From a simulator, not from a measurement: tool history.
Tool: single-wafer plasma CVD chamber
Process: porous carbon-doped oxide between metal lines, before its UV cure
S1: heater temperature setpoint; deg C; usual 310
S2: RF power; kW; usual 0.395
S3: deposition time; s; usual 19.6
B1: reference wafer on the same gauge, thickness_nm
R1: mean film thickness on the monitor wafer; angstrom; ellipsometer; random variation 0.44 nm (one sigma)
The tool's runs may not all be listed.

run,hour,S1,S2,S3,B1,R1
1,0,322,0.395,19.6,96.393,731.44
2,50,322,0.395,19.6,96.444,729.5
3,93.4,322,0.395,19.6,96.294,732.47
4,249.8,310,0.395,19.6,96.385,781.45
5,318.3,310,0.395,19.6,96.379,782.66
6,538.5,310,0.395,19.6,96.322,781.27
7,625.7,310,0.395,18.6,96.357,737.06
8,704.6,310,0.395,18.6,96.41,729.7
# hour 948.3: RF generator calibrated
# hour 964.9: thermocouple changed; heater temperature recalibrated
9,965.4,310,0.395,18.6,96.431,758.2
10,1002.1,310,0.395,19.6,96.394,810.59
11,1074.2,310,0.395,19.6,96.376,807.61
12,1162.2,310,0.395,19.6,96.427,811.09
13,1219.1,303,0.325,19.6,96.252,736.76
14,1256.4,310,0.395,19.6,96.498,821.87
15,1344,317,0.365,20.6,96.335,773.34
16,1447,324,0.35,17.2,96.427,611.41
# hour 1502.2: gauge calibrated
17,1504.1,310,0.395,19.6,96.397,823.75
# hour 1525.4: showerhead replaced
18,1587.6,321,0.395,19.6,96.252,772.17
19,1629.4,304,0.35,19.6,96.401,781.44
20,1687,322,0.475,18.6,96.489,841.95
21,1751.2,315,0.435,23.3,96.385,1015.41
22,1848,310,0.395,19.6,96.407,814.85
23,1941.2,310,0.395,22.8,96.474,954.97
24,2025.8,310,0.395,19.6,96.476,820.14

The same runs without the tool's hidden state, with the same run-to-run variation:
The hidden state here: wafer temperature above the value expected at the setpoint (K); delivered RF power above the setpoint (%); gauge reads high (%).
run,R1
1,750.99
2,748.65
3,751.57
4,800.64
5,802.74
6,806.1
7,762.97
8,757.88
9,762.15
10,812.36
11,805.18
12,804.5
13,728.49
14,811.71
15,762.57
16,602.26
17,808.33
18,758.72
19,765.33
20,826.02
21,996.41
22,798.8
23,936.98
24,805.61

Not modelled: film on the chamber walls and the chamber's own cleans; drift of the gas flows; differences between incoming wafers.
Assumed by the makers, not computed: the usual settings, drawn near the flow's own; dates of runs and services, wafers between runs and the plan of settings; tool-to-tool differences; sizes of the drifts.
